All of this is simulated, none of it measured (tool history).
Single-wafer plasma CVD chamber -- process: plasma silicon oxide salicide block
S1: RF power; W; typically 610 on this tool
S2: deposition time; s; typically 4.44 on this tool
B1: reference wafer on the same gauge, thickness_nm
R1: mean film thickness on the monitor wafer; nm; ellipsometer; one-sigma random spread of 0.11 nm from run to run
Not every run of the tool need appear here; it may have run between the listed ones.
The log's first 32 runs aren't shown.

run,hour,S1,S2,B1,R1
33,946.5,680,4.44,43.187,43.608
34,964.2,655,3.97,43.203,38.950
35,986.9,670,4.44,43.174,43.474
36,1001.2,610,4.44,43.223,43.008
37,1026.5,490,5.00,43.212,46.875
38,1044.2,495,5.01,43.210,47.094
39,1059.5,530,5.23,43.187,49.510
40,1074.7,570,5.09,43.193,48.904
41,1100.7,610,4.44,43.188,42.916
42,1122.9,610,4.44,43.198,42.939
43,1142.8,490,4.44,43.205,41.621
44,1163.8,725,4.70,43.213,46.623
45,1189.4,695,4.44,43.197,43.718

Below are 3 alternative next runs, each starting from the tool's condition after run 45. Predict each:
A,1189.8,730,4.44,?,?
B,1189.8,545,5.04,?,?
C,1189.8,700,5.20,?,?

run,B1,R1
A,43.223,44.069
B,43.223,47.844
C,43.223,51.263
The same runs, with their run-to-run variation unchanged, on a tool lacking any hidden condition would have given:
run,R1
A,44.293
B,48.087
C,51.524
